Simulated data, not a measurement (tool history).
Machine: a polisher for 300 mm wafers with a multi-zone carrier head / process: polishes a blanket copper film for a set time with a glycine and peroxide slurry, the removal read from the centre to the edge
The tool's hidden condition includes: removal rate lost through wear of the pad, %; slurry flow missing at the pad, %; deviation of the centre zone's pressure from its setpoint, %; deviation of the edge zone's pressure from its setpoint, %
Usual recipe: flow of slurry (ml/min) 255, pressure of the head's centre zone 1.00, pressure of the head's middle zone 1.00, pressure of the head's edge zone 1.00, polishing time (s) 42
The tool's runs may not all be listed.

run	hour	flow of slurry (ml/min)	pressure of the head's centre zone	pressure of the head's middle zone	pressure of the head's edge zone	polishing time (s)	wafers since the last listed run	wafers polished on this pad	hours since the slurry nozzle was cleaned	hours since the centre zone pressure was calibrated	hours since the edge zone pressure was calibrated	hours since the carrier head's membrane was replaced	incoming thickness of the incoming film, nm	film removed at the wafer's centre (nm)	film removed at mid-radius (nm)	film removed at the wafer's edge (nm)
1	0.0	255	1.00	1.00	1.00	42	0	354	403.7	500.9	305.6	511.4	1372.7	208.4	207.5	226.4
2	9.6	255	1.00	1.00	1.00	42	85	439	413.3	510.5	315.2	521.0	1361.0	215.3	210.5	218.4
# hour 22.2: slurry nozzle cleaned
3	27.6	255	0.90	1.00	0.96	46	151	590	5.4	528.5	333.2	539.0	1351.9	227.2	252.4	245.5
4	38.4	255	1.00	1.00	1.00	42	96	686	16.2	539.3	344.0	549.8	1347.9	228.3	222.6	231.2
5	53.6	325	1.00	1.00	1.09	42	135	822	31.4	554.5	359.2	565.0	1370.4	238.8	231.3	248.4
6	63.5	255	1.00	1.08	1.00	42	88	910	41.3	564.4	369.1	574.9	1349.0	227.6	242.3	227.6
7	77.5	255	1.09	1.00	1.00	27	124	1034	55.3	578.4	383.1	588.9	1355.1	159.4	144.2	148.9
8	93.3	255	1.00	0.92	1.00	42	140	1175	71.1	594.2	398.9	604.7	1342.3	223.9	210.7	226.2
9	107.3	255	1.00	1.00	1.00	42	124	1299	85.1	608.2	412.9	618.7	1367.7	226.2	222.9	226.8
# hour 110.7: edge zone pressure recalibrated
10	119.9	255	1.00	1.07	1.00	42	94	1394	97.7	620.8	9.2	631.3	1341.5	223.0	232.4	229.5
# hour 127.8: worn pad replaced by a new one
11	130.0	255	1.00	1.00	1.00	47	54	19	107.8	630.9	19.3	641.4	1375.2	249.2	247.3	255.0
12	143.3	255	0.96	1.12	1.00	42	118	137	121.1	644.2	32.6	654.7	1364.3	216.2	245.4	229.3
# hour 147.3: centre zone pressure recalibrated
# hour 156.1: carrier head's membrane replaced by a new one
13	156.6	255	1.00	1.05	1.00	42	56	193	134.4	9.3	45.9	0.5	1381.6	223.8	233.4	224.7
14	158.9	255	0.88	1.06	1.06	48	20	214	136.7	11.6	48.2	2.8	1345.4	223.2	266.3	259.0
15	174.1	255	1.00	1.00	1.00	54	135	349	151.9	26.8	63.4	18.0	1380.4	282.8	282.4	285.8
16	182.6	255	1.00	1.00	1.00	30	75	425	160.4	35.3	71.9	26.5	1358.9	158.8	157.4	160.8
17	190.3	255	1.00	1.00	0.91	42	68	493	168.1	43.0	79.6	34.2	1355.5	219.5	220.0	210.9
18	196.5	320	1.00	1.00	1.05	42	55	548	174.3	49.2	85.8	40.4	1333.8	228.1	224.5	234.6
19	207.1	255	1.00	1.00	1.05	46	94	643	184.9	59.8	96.4	51.0	1386.6	243.2	237.9	256.1
20	216.1	170	1.00	1.00	1.00	42	80	723	193.9	68.8	105.4	60.0	1359.3	200.1	199.1	214.5
21	248.0	255	1.00	0.93	0.93	42	283	1006	225.8	100.7	137.3	91.9	1357.4	219.0	207.3	217.9

Each row is a separate what-if for the run after 21, all from the same tool condition, not one after another. Results?
A	248.4	255	1.00	1.00	1.00	42	3	1010	226.2	101.1	137.7	92.3	1364.2	?	?	?
B	248.4	255	1.00	1.07	0.95	42	3	1010	226.2	101.1	137.7	92.3	1364.2	?	?	?
C	248.4	320	1.08	0.90	1.00	55	3	1010	226.2	101.1	137.7	92.3	1364.2	?	?	?
D	248.4	180	1.00	1.00	1.00	42	3	1010	226.2	101.1	137.7	92.3	1364.2	?	?	?
E	248.4	255	1.08	1.03	1.00	42	3	1010	226.2	101.1	137.7	92.3	1364.2	?	?	?

run	film removed at the wafer's centre (nm)	film removed at mid-radius (nm)	film removed at the wafer's edge (nm)
A	218.9	215.0	231.6
B	219.0	227.7	225.8
C	322.3	267.1	311.8
D	200.5	199.0	219.1
E	236.6	220.4	231.5
Take away the tool's hidden state, keep each run's random variation, and the runs would have read:
run	film removed at the wafer's centre (nm)	film removed at mid-radius (nm)	film removed at the wafer's edge (nm)
A	231.7	226.2	240.5
B	231.8	239.6	234.4
C	336.8	277.9	321.4
D	218.1	214.3	231.0
E	250.4	231.8	240.4

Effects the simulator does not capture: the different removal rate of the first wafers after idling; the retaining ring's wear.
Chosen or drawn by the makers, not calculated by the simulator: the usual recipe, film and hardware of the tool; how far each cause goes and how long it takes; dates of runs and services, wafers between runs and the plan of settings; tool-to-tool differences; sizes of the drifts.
